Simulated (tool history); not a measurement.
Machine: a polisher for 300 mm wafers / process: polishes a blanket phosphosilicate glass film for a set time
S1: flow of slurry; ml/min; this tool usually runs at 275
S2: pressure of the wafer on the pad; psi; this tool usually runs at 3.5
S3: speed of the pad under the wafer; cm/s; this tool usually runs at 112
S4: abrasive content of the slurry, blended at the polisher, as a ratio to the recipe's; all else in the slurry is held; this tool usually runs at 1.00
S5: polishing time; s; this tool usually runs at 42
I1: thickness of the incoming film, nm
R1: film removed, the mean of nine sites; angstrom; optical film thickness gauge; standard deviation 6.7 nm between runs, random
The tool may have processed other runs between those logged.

Run 1, hour 0.0: usual settings; I1 4082.2. Result: R1 4303 angstrom.
Run 2, hour 42.4: usual settings but S4 1.20; I1 4033.0. Result: R1 4620 angstrom.
Run 3, hour 83.2: usual settings but S3 86 cm/s, S5 38 s; I1 4045.2. Result: R1 3124 angstrom.
Run 4, hour 162.7: usual settings but S4 1.15, S5 50 s; I1 4039.1. Result: R1 5263 angstrom.
At hour 251.7: slurry nozzle cleaned, repeated, since the last time left the tool worse.
At hour 262.1: worn pad replaced by a new one.
Run 5, hour 270.6: usual settings; I1 4080.7. Result: R1 4794 angstrom.
Run 6, hour 331.0: usual settings but S3 76 cm/s; I1 4102.1. Result: R1 3495 angstrom.
Run 7, hour 372.3: usual settings but S2 4.4 psi, S5 46 s; I1 4091.1. Result: R1 6255 angstrom.
Run 8, hour 433.0: usual settings; I1 4062.2. Result: R1 4644 angstrom.
At hour 505.4: conditioning disc replaced and pad reconditioned.
Run 9, hour 538.3: usual settings but S1 210 ml/min, S2 2.9 psi; I1 4152.8. Result: R1 4008 angstrom.
At hour 568.8: slurry blender recalibrated.
Run 10, hour 602.6: usual settings but S4 1.15; I1 4130.2. Result: R1 5095 angstrom.
Run 11, hour 664.4: usual settings but S1 230 ml/min, S5 49 s; I1 4127.9. Result: R1 5339 angstrom.
At hour 812.5: head pressure recalibrated.
Run 12, hour 889.0: usual settings but S1 190 ml/min, S5 38 s; I1 4129.4. Result: R1 3965 angstrom.
At hour 922.6: slurry nozzle cleaned.
Run 13, hour 977.4: usual settings; I1 4098.8. Result: R1 4693 angstrom.
At hour 1012.6: worn pad replaced by a new one.
Run 14, hour 1070.1: usual settings; I1 4086.4. Result: R1 4773 angstrom.
Run 15, hour 1118.2: usual settings but S1 200 ml/min, S2 4.5 psi, S4 1.25; I1 4117.1. Result: R1 6228 angstrom.
Run 16, hour 1163.1: usual settings but S2 4.2 psi, S5 33 s; I1 4142.4. Result: R1 4253 angstrom.
At hour 1201.9: slurry blender recalibrated.
Run 17, hour 1210.7: usual settings but S1 245 ml/min, S5 33 s; I1 4098.4. Result: R1 3657 angstrom.
At hour 1219.5: conditioning disc replaced and pad reconditioned.
Run 18, hour 1300.3: usual settings but S3 74 cm/s; I1 4124.2. Result: R1 3353 angstrom.
Run 19, hour 1340.8: usual settings but S1 230 ml/min; I1 4138.0. Result: R1 4604 angstrom.
Run 20, hour 1381.3: usual settings but S1 215 ml/min, S2 4.6 psi, S3 152 cm/s, S5 55 s; I1 4080.2. Result: R1 9556 angstrom.
At hour 1602.3: slurry nozzle cleaned.
Run 21, hour 1605.9: usual settings but S2 3.0 psi, S3 76 cm/s, S5 56 s; I1 4073.2. Result: R1 4018 angstrom.
Run 22, hour 1660.5: usual settings but S1 365 ml/min, S5 48 s; I1 4077.9. Result: R1 5587 angstrom.
Run 23, hour 1716.9: usual settings; I1 4050.3. Result: R1 4672 angstrom.
Run 24, hour 1797.5: usual settings; I1 4094.3. Result: R1 4769 angstrom.
At hour 1818.2: worn pad replaced by a new one.
At hour 1947.3: slurry blender recalibrated.
At hour 1991.6: conditioning disc replaced and pad reconditioned.
Run 25, hour 1996.1: usual settings but S5 32 s; I1 4030.4. Result: R1 3571 angstrom.

Forecast each of these 4 alternatives for the next run:
Run A, hour 1996.5: usual settings; I1 4095.1. Result: R1 ?.
Run B, hour 1996.5: usual settings but S2 2.9 psi, S3 94 cm/s, S4 0.80, S5 37 s; I1 4095.1. Result: R1 ?.
Run C, hour 1996.5: usual settings but S1 195 ml/min, S2 2.5 psi, S4 1.30; I1 4095.1. Result: R1 ?.
Run D, hour 1996.5: usual settings but S2 3.8 psi, S3 84 cm/s, S4 0.75, S5 30 s; I1 4095.1. Result: R1 ?.

run    R1
  A  4654
  B  2682
  C  3813
  D  2384
What these runs would have given with no unlogged condition in the tool:
run    R1
  A  4720
  B  2720
  C  3891
  D  2418
